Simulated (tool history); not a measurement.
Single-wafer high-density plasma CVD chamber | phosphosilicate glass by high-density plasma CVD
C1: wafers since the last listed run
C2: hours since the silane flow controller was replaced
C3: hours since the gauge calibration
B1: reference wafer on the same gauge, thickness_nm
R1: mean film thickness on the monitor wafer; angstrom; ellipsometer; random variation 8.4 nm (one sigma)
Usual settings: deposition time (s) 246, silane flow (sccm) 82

run 1 hour=0.0 | deposition_time_(s)=246 silane_flow_(sccm)=78 | C1=0 C2=2625.4 C3=79.6 | B1=2318.840 | R1=22741.32
run 2 hour=30.0 | deposition_time_(s)=246 silane_flow_(sccm)=82 | C1=295 C2=2655.4 C3=109.6 | B1=2320.299 | R1=23828.60
run 3 hour=62.5 | deposition_time_(s)=246 silane_flow_(sccm)=82 | C1=319 C2=2687.9 C3=142.1 | B1=2320.054 | R1=23882.23
run 4 hour=89.4 | deposition_time_(s)=246 silane_flow_(sccm)=82 | C1=264 C2=2714.8 C3=169.0 | B1=2319.773 | R1=23954.01
run 5 hour=102.3 | deposition_time_(s)=225 silane_flow_(sccm)=82 | C1=126 C2=2727.7 C3=181.9 | B1=2320.384 | R1=21671.29
run 6 hour=130.0 | deposition_time_(s)=225 silane_flow_(sccm)=82 | C1=272 C2=2755.4 C3=209.6 | B1=2320.371 | R1=21881.18
run 7 hour=156.8 | deposition_time_(s)=246 silane_flow_(sccm)=82 | C1=263 C2=2782.2 C3=236.4 | B1=2319.217 | R1=23956.42
run 8 hour=189.7 | deposition_time_(s)=246 silane_flow_(sccm)=82 | C1=323 C2=2815.1 C3=269.3 | B1=2318.984 | R1=23819.80
run 9 hour=217.2 | deposition_time_(s)=246 silane_flow_(sccm)=76 | C1=270 C2=2842.6 C3=296.8 | B1=2318.748 | R1=22389.01
run 10 hour=253.1 | deposition_time_(s)=246 silane_flow_(sccm)=82 | C1=353 C2=2878.5 C3=332.7 | B1=2320.164 | R1=23824.48
run 11 hour=276.0 | deposition_time_(s)=246 silane_flow_(sccm)=82 | C1=225 C2=2901.4 C3=355.6 | B1=2320.321 | R1=23894.23
run 12 hour=291.8 | deposition_time_(s)=246 silane_flow_(sccm)=82 | C1=155 C2=2917.2 C3=371.4 | B1=2320.004 | R1=23886.02
run 13 hour=311.6 | deposition_time_(s)=246 silane_flow_(sccm)=82 | C1=194 C2=2937.0 C3=391.2 | B1=2319.281 | R1=23885.95
run 14 hour=333.1 | deposition_time_(s)=246 silane_flow_(sccm)=82 | C1=211 C2=2958.5 C3=412.7 | B1=2320.538 | R1=23882.87
run 15 hour=354.3 | deposition_time_(s)=246 silane_flow_(sccm)=82 | C1=208 C2=2979.7 C3=433.9 | B1=2319.340 | R1=23895.16
-- hour=379.9 silane flow controller replaced
run 16 hour=459.2 | deposition_time_(s)=246 silane_flow_(sccm)=82 | C1=953 C2=79.3 C3=538.8 | B1=2319.933 | R1=22804.83
run 17 hour=493.8 | deposition_time_(s)=217 silane_flow_(sccm)=82 | C1=340 C2=113.9 C3=573.4 | B1=2319.166 | R1=20186.96
run 18 hour=515.8 | deposition_time_(s)=232 silane_flow_(sccm)=92 | C1=216 C2=135.9 C3=595.4 | B1=2319.895 | R1=23818.90
-- hour=527.6 gauge calibrated
run 19 hour=546.1 | deposition_time_(s)=246 silane_flow_(sccm)=82 | C1=298 C2=166.2 C3=18.5 | B1=2319.537 | R1=23004.06
run 20 hour=576.7 | deposition_time_(s)=246 silane_flow_(sccm)=82 | C1=300 C2=196.8 C3=49.1 | B1=2318.930 | R1=22982.48
run 21 hour=599.9 | deposition_time_(s)=246 silane_flow_(sccm)=73 | C1=228 C2=220.0 C3=72.3 | B1=2319.949 | R1=21004.62
run 22 hour=617.8 | deposition_time_(s)=246 silane_flow_(sccm)=78 | C1=176 C2=237.9 C3=90.2 | B1=2319.180 | R1=22114.37
run 23 hour=645.5 | deposition_time_(s)=246 silane_flow_(sccm)=82 | C1=272 C2=265.6 C3=117.9 | B1=2320.648 | R1=22996.80
run 24 hour=678.7 | deposition_time_(s)=230 silane_flow_(sccm)=69 | C1=326 C2=298.8 C3=151.1 | B1=2321.823 | R1=18728.68
run 25 hour=702.8 | deposition_time_(s)=246 silane_flow_(sccm)=77 | C1=237 C2=322.9 C3=175.2 | B1=2320.176 | R1=21968.15
run 26 hour=808.5 | deposition_time_(s)=268 silane_flow_(sccm)=92 | C1=1039 C2=428.6 C3=280.9 | B1=2320.090 | R1=27786.57
run 27 hour=830.1 | deposition_time_(s)=246 silane_flow_(sccm)=71 | C1=212 C2=450.2 C3=302.5 | B1=2320.828 | R1=20581.65
run 28 hour=861.6 | deposition_time_(s)=246 silane_flow_(sccm)=71 | C1=309 C2=481.7 C3=334.0 | B1=2319.237 | R1=20799.13
run 29 hour=889.1 | deposition_time_(s)=204 silane_flow_(sccm)=98 | C1=270 C2=509.2 C3=361.5 | B1=2319.902 | R1=22257.93
run 30 hour=912.4 | deposition_time_(s)=246 silane_flow_(sccm)=82 | C1=229 C2=532.5 C3=384.8 | B1=2318.927 | R1=23229.40
run 31 hour=934.3 | deposition_time_(s)=290 silane_flow_(sccm)=88 | C1=215 C2=554.4 C3=406.7 | B1=2319.950 | R1=29185.67
run 32 hour=955.7 | deposition_time_(s)=223 silane_flow_(sccm)=95 | C1=210 C2=575.8 C3=428.1 | B1=2320.792 | R1=23730.78
run 33 hour=985.2 | deposition_time_(s)=261 silane_flow_(sccm)=96 | C1=290 C2=605.3 C3=457.6 | B1=2319.733 | R1=28125.20
run 34 hour=1009.3 | deposition_time_(s)=269 silane_flow_(sccm)=87 | C1=237 C2=629.4 C3=481.7 | B1=2318.471 | R1=26854.07
run 35 hour=1095.3 | deposition_time_(s)=246 silane_flow_(sccm)=82 | C1=845 C2=715.4 C3=567.7 | B1=2320.687 | R1=23183.51

Hidden state at the last listed run before each entry between runs and at the first one after, where it differs:
Between runs 15 and 16: silane flow controller replaced (hour 379.9)
  delivered silane flow above the setpoint (%): 6.43 -> 0.783
  measured less the result without the state, R1: +1188.10 -> +144.19 angstrom
Between runs 18 and 19: gauge calibrated (hour 527.6)
  delivered silane flow above the setpoint (%): 1.12 -> 1.29
  measured less the result without the state, R1: +215.15 -> +239.53 angstrom
